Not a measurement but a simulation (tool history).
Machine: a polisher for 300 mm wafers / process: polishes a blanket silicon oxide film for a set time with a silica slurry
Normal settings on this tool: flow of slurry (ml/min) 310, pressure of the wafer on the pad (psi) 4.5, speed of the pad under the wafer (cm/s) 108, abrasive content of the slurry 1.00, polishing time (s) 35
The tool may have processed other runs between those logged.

run	day	flow of slurry (ml/min)	pressure of the wafer on the pad (psi)	speed of the pad under the wafer (cm/s)	abrasive content of the slurry	polishing time (s)	incoming thickness of the incoming film, nm	film removed (angstrom)
1	0.000	310	4.5	108	1.00	28	1346.5	911
2	0.258	310	4.5	108	1.00	35	1349.6	1136
3	1.004	310	4.5	108	1.00	35	1310.8	1127
4	1.367	310	4.5	108	1.00	35	1319.8	1125
# day 1.771: worn pad replaced by a new one
5	1.900	310	4.5	108	1.00	35	1310.6	1113
6	2.208	310	4.5	108	1.00	35	1315.1	1116
7	2.554	310	4.5	108	1.20	35	1316.6	1210
8	3.292	310	3.9	108	1.00	35	1326.3	982
# day 4.183: worn pad replaced by a new one
# day 4.621: conditioning disc replaced and pad reconditioned
9	5.279	310	3.9	108	1.00	35	1321.3	1024
# day 5.700: head pressure recalibrated
10	5.833	275	4.5	108	1.00	35	1325.7	1172
# day 6.329: slurry nozzle cleaned
11	6.350	275	4.5	108	1.00	35	1340.6	1163
# day 6.721: worn pad replaced by a new one
12	6.912	275	4.5	108	1.00	35	1332.5	1170
13	7.562	310	4.5	108	1.00	35	1337.1	1162
14	8.238	350	4.5	108	1.00	35	1336.9	1162
# day 8.817: slurry blender recalibrated
15	8.983	350	5.3	108	1.25	35	1322.1	1476
# day 9.262: worn pad replaced by a new one
16	9.283	310	4.5	108	1.00	35	1316.8	1151
17	9.662	310	5.1	82	0.90	35	1334.9	1008
18	10.108	310	3.6	108	1.00	35	1316.9	963
19	10.454	360	3.0	108	0.80	35	1330.6	738
20	10.962	310	4.5	108	1.00	35	1336.9	1141
21	11.350	310	4.5	108	1.15	25	1331.6	866
22	11.783	310	3.9	98	0.80	25	1328.6	606
# day 12.258: worn pad replaced by a new one
23	12.279	220	4.5	108	1.00	32	1336.4	1021
24	12.779	225	3.8	108	0.90	39	1322.8	1021
25	13.196	310	4.5	134	0.80	35	1341.8	1209

Hidden state or all else? Some run-to-run changes of film removed (angstrom), split into what the settings, what came in and random variation would give without the hidden state, and what is left for the hidden state (with any gauge scatter that isn't in both results):
The hidden state here: removal rate lost through wear of the pad, %; slurry flow missing at the pad, %; deviation of the head's pressure from its setpoint, %; abrasive missing from the slurry, %; time polished since the conditioner stopped cutting, s.
Run 8 -> 9: worn pad replaced by a new one, conditioning disc replaced and pad reconditioned. film removed (angstrom) +42: hidden state +52, all else -10.
Run 19 -> 20: flow of slurry (ml/min) 360 -> 310, pressure of the wafer on the pad (psi) 3.0 -> 4.5, abrasive content of the slurry 0.80 -> 1.00. film removed (angstrom) +403: hidden state -16, all else +419.
Run 22 -> 23: flow of slurry (ml/min) 310 -> 220, pressure of the wafer on the pad (psi) 3.9 -> 4.5, speed of the pad under the wafer (cm/s) 98 -> 108, abrasive content of the slurry 0.80 -> 1.00, polishing time (s) 25 -> 32, worn pad replaced by a new one. film removed (angstrom) +415: hidden state -22, all else +437.
Run 24 -> 25: flow of slurry (ml/min) 225 -> 310, pressure of the wafer on the pad (psi) 3.8 -> 4.5, speed of the pad under the wafer (cm/s) 108 -> 134, abrasive content of the slurry 0.90 -> 0.80, polishing time (s) 39 -> 35. film removed (angstrom) +188: hidden state -31, all else +219.

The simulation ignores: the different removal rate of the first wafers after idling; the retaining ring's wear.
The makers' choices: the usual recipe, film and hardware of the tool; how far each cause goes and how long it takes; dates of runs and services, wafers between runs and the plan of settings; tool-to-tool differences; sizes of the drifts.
